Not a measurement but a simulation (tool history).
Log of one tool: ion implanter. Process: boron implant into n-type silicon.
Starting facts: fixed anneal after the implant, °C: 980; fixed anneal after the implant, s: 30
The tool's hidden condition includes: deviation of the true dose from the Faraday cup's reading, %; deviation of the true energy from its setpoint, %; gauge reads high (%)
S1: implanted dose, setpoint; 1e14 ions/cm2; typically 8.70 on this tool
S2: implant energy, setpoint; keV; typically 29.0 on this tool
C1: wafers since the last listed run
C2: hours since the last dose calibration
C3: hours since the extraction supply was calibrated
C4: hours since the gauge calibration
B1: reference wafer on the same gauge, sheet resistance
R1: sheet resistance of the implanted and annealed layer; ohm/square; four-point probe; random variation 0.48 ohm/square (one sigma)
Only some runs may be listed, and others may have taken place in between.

run	hour	S1	S2	C1	C2	C3	C4	B1	R1
1	0.0	8.70	35.5	0	52.8	5705.9	1335.3	143.54	126.48
2	257.4	8.70	35.5	2690	310.2	5963.3	1592.7	143.05	126.57
3	330.4	8.70	29.0	763	383.2	6036.3	1665.7	142.99	127.93
4	409.4	8.70	29.0	825	462.2	6115.3	1744.7	142.90	129.03
5	512.2	7.56	33.5	1074	565.0	6218.1	1847.5	142.81	142.13
6	574.2	7.56	33.5	648	627.0	6280.1	1909.5	142.83	141.78
7	669.9	7.56	33.5	1000	722.7	6375.8	2005.2	142.74	141.96
8	765.2	9.35	29.0	996	818.0	6471.1	2100.5	142.26	120.19
9	819.2	9.35	29.0	564	872.0	6525.1	2154.5	142.28	120.14
10	903.7	9.35	29.0	883	956.5	6609.6	2239.0	142.39	120.43
11	1216.0	8.70	29.0	3264	1268.8	6921.9	2551.3	141.91	127.04
12	1300.3	8.70	29.0	881	1353.1	7006.2	2635.6	141.77	127.07
# hour 1450.3: extraction supply calibrated
13	1481.2	7.59	35.0	1807	1534.0	30.9	2816.5	141.49	139.96
# hour 1513.9: gauge calibrated
14	1568.0	6.63	37.5	907	1620.8	117.7	54.1	145.61	161.43
15	1619.0	11.16	22.5	533	1671.8	168.7	105.1	145.27	108.76
# hour 1770.7: Faraday cup replaced and dose calibrated
16	1873.8	8.70	29.0	2579	103.1	423.5	359.9	144.88	129.38
17	1939.5	8.70	19.5	686	168.8	489.2	425.6	144.80	132.79
18	1981.0	8.70	29.0	433	210.3	530.7	467.1	144.77	129.40

Forecast run 19:
19	2066.3	8.70	20.5	891	295.6	616.0	552.4	?	?

{"run 19": {"B1": 144.71, "R1": 132.04}}
Had the tool carried no hidden state, the very same run would have given R1 132.30 ohm/square.

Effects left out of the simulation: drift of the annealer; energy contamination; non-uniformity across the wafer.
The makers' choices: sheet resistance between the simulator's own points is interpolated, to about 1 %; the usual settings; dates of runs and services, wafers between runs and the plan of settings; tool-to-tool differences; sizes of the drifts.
